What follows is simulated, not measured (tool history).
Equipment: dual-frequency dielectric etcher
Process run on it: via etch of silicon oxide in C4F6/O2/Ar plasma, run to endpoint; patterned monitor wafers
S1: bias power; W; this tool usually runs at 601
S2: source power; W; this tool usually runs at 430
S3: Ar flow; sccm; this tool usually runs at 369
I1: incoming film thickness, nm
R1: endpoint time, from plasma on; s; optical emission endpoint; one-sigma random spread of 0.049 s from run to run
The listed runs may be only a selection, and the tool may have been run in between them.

run,day,S1,S2,S3,I1,R1
1,0.000,601,430,369,84.6,16.7
2,1.725,601,430,369,84.0,16.7
3,2.283,670,430,369,84.7,16.3
4,2.888,601,450,412,84.2,16.5
# day 3.346: source power generator calibrated
5,3.367,601,430,369,84.6,16.9
# day 3.783: bias power generator calibrated
6,3.962,601,430,369,83.5,16.6
7,4.258,601,430,369,84.3,16.7
# day 4.938: Ar flow controller replaced
8,4.996,601,430,296,84.8,16.6
9,5.379,601,430,296,85.5,16.8
10,5.683,601,430,369,84.2,16.8
11,6.046,601,430,369,84.5,16.8
# day 7.108: upper electrode replaced
12,7.129,462,480,301,84.8,17.2
13,7.238,601,430,369,83.6,16.6
14,7.617,601,390,369,85.0,17.7
15,9.108,601,430,289,84.8,16.7
16,9.812,601,430,369,84.9,17.0
# day 11.296: wet clean of the chamber
17,11.317,601,430,334,84.7,16.3
18,11.329,653,430,369,84.4,15.9
19,11.342,601,430,369,84.6,16.4
20,11.408,478,430,317,85.0,17.4
21,12.004,601,430,369,84.8,16.4
22,12.650,684,460,405,84.9,15.5
23,13.150,461,360,281,84.5,18.5
24,13.771,705,500,287,83.8,14.4
25,14.042,601,430,369,84.9,16.6
26,14.321,601,340,314,84.0,17.8
27,14.696,601,380,312,82.9,16.9
28,15.208,670,330,288,84.0,17.3
29,15.508,601,430,306,83.9,16.2
30,16.158,467,330,316,84.3,19.4

3 options for the next run, each taken on its own from the tool as it stands now. Forecast them:
A,16.175,601,430,369,84.8,?
B,16.175,509,430,459,84.8,?
C,16.175,556,430,369,84.8,?

run,R1
A,16.5
B,17.6
C,16.9
Stripped of hidden state, with their random variation kept, the same runs would have yielded:
run,R1
A,16.3
B,17.4
C,16.7
